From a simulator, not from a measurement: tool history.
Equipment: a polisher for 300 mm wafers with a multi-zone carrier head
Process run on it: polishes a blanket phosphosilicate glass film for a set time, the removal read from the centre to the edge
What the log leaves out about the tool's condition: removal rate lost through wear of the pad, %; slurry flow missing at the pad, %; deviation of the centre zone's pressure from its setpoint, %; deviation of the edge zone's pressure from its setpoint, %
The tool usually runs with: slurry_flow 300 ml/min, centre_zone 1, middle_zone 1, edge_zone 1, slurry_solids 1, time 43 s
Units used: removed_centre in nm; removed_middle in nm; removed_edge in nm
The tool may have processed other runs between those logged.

run    hour  slurry_flow  centre_zone  middle_zone  edge_zone  slurry_solids  time  wafers since the last listed run  wafers polished on this pad  hours since the slurry nozzle was cleaned  hours since the centre zone pressure was calibrated  hours since the edge zone pressure was calibrated  hours since the carrier head's membrane was replaced  incoming thickness of the incoming film, nm  removed_centre  removed_middle  removed_edge
  1       0          300            1            1        0.9            0.9    43                                 0                         5456                                      114.6                                                525.5                                             1000.6                                                 620.5                                       2419.5           337.5           349.7         349.9
       73.5  -- carrier head's membrane replaced by a new one
  2    87.7          300            1            1          1              1    43                               756                         6212                                      202.3                                                613.2                                             1088.3                                                  14.2                                       2388.8           351.9           367.3         380.5
        127  -- worn pad replaced by a new one
  3   147.5          300         1.05            1       0.95              1    43                               510                          187                                      262.1                                                  673                                             1148.1                                                    74                                       2413.5             372           372.2         370.1
  4   195.7          300            1         0.97          1              1    43                               440                          628                                      310.3                                                721.2                                             1196.3                                                 122.2                                       2366.7             350           358.3         377.6
      222.5  -- edge zone pressure recalibrated
  5   297.8          300            1            1          1              1    43                               915                         1544                                      412.4                                                823.3                                               75.3                                                 224.3                                       2411.9             344           368.5         377.6
  6   391.7          300            1            1          1              1    43                               859                         2403                                      506.3                                                917.2                                              169.2                                                 318.2                                       2418.5           351.8           372.3         371.6
  7   439.7          300            1         0.94       0.94           0.85    43                               439                         2842                                      554.3                                                965.2                                              217.2                                                 366.2                                       2398.2           320.4           324.8         338.1
      502.1  -- slurry nozzle cleaned
  8   517.7          300         0.93            1          1            0.9    43                               704                         3547                                       15.6                                               1043.2                                              295.2                                                 444.2                                       2407.8           301.4           363.1         356.7
  9     592          300            1            1          1              1    39                               679                         4227                                       89.9                                               1117.5                                              369.5                                                 518.5                                       2377.2           315.3           340.4         339.4
 10   629.8          300            1         1.12          1           0.75    43                               345                         4572                                      127.7                                               1155.3                                              407.3                                                 556.3                                       2403.8           299.7           351.6         332.6
 11   695.4          390            1            1          1           0.75    48                               600                         5173                                      193.3                                               1220.9                                              472.9                                                 621.9                                       2406.3             347           359.5         365.7
 12   748.9          300            1            1       1.04              1    43                               489                         5662                                      246.8                                               1274.4                                              526.4                                                 675.4                                       2367.2           349.3           371.8         380.1
      799.4  -- worn pad replaced by a new one
 13   832.6          300            1            1          1              1    43                               729                          303                                      330.5                                               1358.1                                              610.1                                                 759.1                                       2380.7           342.8           371.4         380.4
      870.6  -- carrier head's membrane replaced by a new one
 14   875.4          325            1         0.93       1.11              1    43                               345                          649                                      373.3                                               1400.9                                              652.9                                                   4.8                                       2394.9           348.7           350.1         394.7
      887.3  -- centre zone pressure recalibrated
 15     971          300         0.96            1          1              1    43                               856                         1505                                      468.9                                                 83.7                                              748.5                                                 100.4                                       2406.4           352.2           369.5         381.4
 16  1044.5          300            1            1          1            0.7    57                               672                         2178                                      542.4                                                157.2                                                822                                                 173.9                                       2424.8           404.7           411.4           415
 17  1081.6          300            1            1          1              1    34                               339                         2517                                      579.5                                                194.3                                              859.1                                                   211                                       2364.2           284.4           299.9         300.9
 18  1129.5          300            1         0.97          1              1    43                               438                         2955                                      627.4                                                242.2                                                907                                                 258.9                                       2406.2           353.7           358.4         370.6
 19    1186          300            1            1          1              1    29                               516                         3472                                      683.9                                                298.7                                              963.5                                                 315.4                                       2380.9           242.9           250.4           254
     1301.5  -- slurry nozzle cleaned
 20    1305          300            1            1          1              1    43                              1079                         4552                                        3.5                                                417.7                                             1082.5                                                 434.4                                         2410           352.2           369.2         383.5
     1320.9  -- edge zone pressure recalibrated
 21  1409.5          300            1            1          1              1    43                               937                         5490                                        108                                                522.2                                               88.6                                                 538.9                                       2399.3           354.8           367.8         375.8
     1415.2  -- worn pad replaced by a new one
     1649.1  -- carrier head's membrane replaced by a new one
 22  1700.7          400         1.07         1.07          1              1    43                              2581                         2566                                      399.2                                                813.4                                              379.8                                                  51.6                                       2368.5           386.4           395.5         384.3

Alternative continuations, all from the tool just after run 22; predict every row:
  A  1701.1          300         1.06            1          1              1    43                                 3                         2569                                      399.6                                                813.8                                              380.2                                                    52                                       2388.9               ?               ?             ?
  B  1701.1          380            1          0.9          1              1    43                                 3                         2569                                      399.6                                                813.8                                              380.2                                                    52                                       2388.9               ?               ?             ?
  C  1701.1          375            1          0.9          1            1.3    57                                 3                         2569                                      399.6                                                813.8                                              380.2                                                    52                                       2388.9               ?               ?             ?

run  removed_centre  removed_middle  removed_edge
  A           372.5           371.4         380.6
  B           359.5           347.7         387.5
  C           533.2           515.7         574.9
Without the tool's unlogged condition, the same runs would have read:
run  removed_centre  removed_middle  removed_edge
  A           393.5           371.3         380.6
  B           379.9           347.6         387.5
  C           563.4           515.6         574.9
